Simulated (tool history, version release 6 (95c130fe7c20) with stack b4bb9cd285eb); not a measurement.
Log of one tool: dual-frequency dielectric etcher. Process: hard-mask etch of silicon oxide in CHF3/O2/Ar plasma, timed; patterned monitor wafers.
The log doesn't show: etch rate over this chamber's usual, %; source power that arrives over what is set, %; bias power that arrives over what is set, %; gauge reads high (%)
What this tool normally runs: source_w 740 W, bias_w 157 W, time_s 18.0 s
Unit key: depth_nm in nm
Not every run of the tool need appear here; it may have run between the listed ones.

| run | hour | source_w | bias_w | time_s | wafers since the last listed run | hours since the last wet clean | hours since the last source power generator calibration | hours since the last bias power generator calibration | hours since the last upper electrode change | hours since the gauge calibration | read-back reference wafer on the same gauge, depth_nm | depth_nm |
|---|---|---|---|---|---|---|---|---|---|---|---|---|
| 1 | 0.0 | 740 | 157 | 20.5 | 0 | 350.4 | 3522.0 | 2188.4 | 4290.5 | 119.8 | 36.17 | 47.15 |
| 2 | 11.3 | 740 | 157 | 20.5 | 172 | 361.7 | 3533.3 | 2199.7 | 4301.8 | 131.1 | 36.22 | 46.98 |
| 3 | 22.6 | 740 | 157 | 20.5 | 172 | 373.0 | 3544.6 | 2211.0 | 4313.1 | 142.4 | 36.19 | 47.84 |
| 4 | 38.3 | 740 | 157 | 18.0 | 240 | 388.7 | 3560.3 | 2226.7 | 4328.8 | 158.1 | 36.26 | 42.00 |
| 5 | 45.0 | 740 | 157 | 18.0 | 102 | 395.4 | 3567.0 | 2233.4 | 4335.5 | 164.8 | 36.25 | 41.60 |
| 6 | 62.0 | 740 | 157 | 18.0 | 260 | 412.4 | 3584.0 | 2250.4 | 4352.5 | 181.8 | 36.18 | 41.75 |
| 7 | 70.3 | 740 | 157 | 18.0 | 127 | 420.7 | 3592.3 | 2258.7 | 4360.8 | 190.1 | 36.23 | 42.06 |
| 8 | 81.2 | 740 | 157 | 18.0 | 166 | 431.6 | 3603.2 | 2269.6 | 4371.7 | 201.0 | 36.21 | 41.70 |
| 9 | 90.2 | 740 | 157 | 18.0 | 137 | 440.6 | 3612.2 | 2278.6 | 4380.7 | 210.0 | 36.20 | 42.06 |
| 10 | 104.2 | 740 | 157 | 18.0 | 214 | 454.6 | 3626.2 | 2292.6 | 4394.7 | 224.0 | 36.14 | 42.45 |
| 11 | 113.4 | 740 | 157 | 15.0 | 140 | 463.8 | 3635.4 | 2301.8 | 4403.9 | 233.2 | 36.20 | 35.13 |
| 12 | 120.3 | 740 | 157 | 15.0 | 105 | 470.7 | 3642.3 | 2308.7 | 4410.8 | 240.1 | 36.20 | 34.87 |
|  | 143.2 | bias power generator calibrated |
| 13 | 147.5 | 740 | 157 | 18.0 | 355 | 497.9 | 3669.5 | 4.3 | 4438.0 | 267.3 | 36.14 | 42.44 |
|  | 153.3 | gauge calibrated |
| 14 | 160.2 | 850 | 157 | 18.0 | 194 | 510.6 | 3682.2 | 17.0 | 4450.7 | 6.9 | 36.20 | 44.60 |
| 15 | 172.8 | 570 | 185 | 23.0 | 192 | 523.2 | 3694.8 | 29.6 | 4463.3 | 19.5 | 36.20 | 51.61 |
| 16 | 184.2 | 740 | 157 | 18.0 | 174 | 534.6 | 3706.2 | 41.0 | 4474.7 | 30.9 | 36.23 | 42.35 |
|  | 196.2 | source power generator calibrated |
|  | 209.1 | wet clean of the chamber |
|  | 222.8 | upper electrode replaced |
| 17 | 223.3 | 740 | 137 | 15.5 | 129 | 14.2 | 27.1 | 80.1 | 0.5 | 70.0 | 36.18 | 33.53 |
| 18 | 223.6 | 890 | 157 | 18.0 | 4 | 14.5 | 27.4 | 80.4 | 0.8 | 70.3 | 36.23 | 42.82 |
| 19 | 223.9 | 610 | 157 | 23.5 | 4 | 14.8 | 27.7 | 80.7 | 1.1 | 70.6 | 36.22 | 49.15 |
| 20 | 226.0 | 840 | 157 | 19.5 | 32 | 16.9 | 29.8 | 82.8 | 3.2 | 72.7 | 36.21 | 44.73 |
| 21 | 238.1 | 740 | 157 | 18.0 | 185 | 29.0 | 41.9 | 94.9 | 15.3 | 84.8 | 36.19 | 40.05 |
| 22 | 269.4 | 900 | 157 | 22.0 | 478 | 60.3 | 73.2 | 126.2 | 46.6 | 116.1 | 36.18 | 52.11 |
| 23 | 281.0 | 740 | 157 | 18.0 | 177 | 71.9 | 84.8 | 137.8 | 58.2 | 127.7 | 36.21 | 40.15 |
| 24 | 294.1 | 570 | 157 | 20.0 | 200 | 85.0 | 97.9 | 150.9 | 71.3 | 140.8 | 36.20 | 41.21 |
| 25 | 304.0 | 740 | 157 | 14.0 | 151 | 94.9 | 107.8 | 160.8 | 81.2 | 150.7 | 36.22 | 31.22 |
| 26 | 312.1 | 740 | 133 | 18.0 | 123 | 103.0 | 115.9 | 168.9 | 89.3 | 158.8 | 36.17 | 39.24 |
| 27 | 318.2 | 740 | 157 | 18.0 | 93 | 109.1 | 122.0 | 175.0 | 95.4 | 164.9 | 36.19 | 40.06 |
| 28 | 331.3 | 740 | 157 | 19.5 | 200 | 122.2 | 135.1 | 188.1 | 108.5 | 178.0 | 36.24 | 43.62 |
| 29 | 339.7 | 740 | 127 | 18.0 | 128 | 130.6 | 143.5 | 196.5 | 116.9 | 186.4 | 36.19 | 38.73 |

Consider 5 possible next runs. They are alternatives, not a sequence: every one starts from the tool as it was left by run 29. What does each give?
| A | 340.1 | 740 | 157 | 23.5 | 6 | 131.0 | 143.9 | 196.9 | 117.3 | 186.8 | ? | ? |
| B | 340.1 | 670 | 157 | 15.5 | 6 | 131.0 | 143.9 | 196.9 | 117.3 | 186.8 | ? | ? |
| C | 340.1 | 620 | 157 | 20.0 | 6 | 131.0 | 143.9 | 196.9 | 117.3 | 186.8 | ? | ? |
| D | 340.1 | 690 | 167 | 18.0 | 6 | 131.0 | 143.9 | 196.9 | 117.3 | 186.8 | ? | ? |
| E | 340.1 | 810 | 183 | 18.0 | 6 | 131.0 | 143.9 | 196.9 | 117.3 | 186.8 | ? | ? |

| run | read-back reference wafer on the same gauge, depth_nm | depth_nm |
|---|---|---|
| A | 36.15 | 52.80 |
| B | 36.15 | 33.78 |
| C | 36.15 | 42.58 |
| D | 36.15 | 40.08 |
| E | 36.15 | 42.93 |
The same runs, with their run-to-run variation unchanged, on a tool lacking any hidden condition would have given:
| run | depth_nm |
|---|---|
| A | 51.65 |
| B | 33.04 |
| C | 41.65 |
| D | 39.20 |
| E | 41.99 |
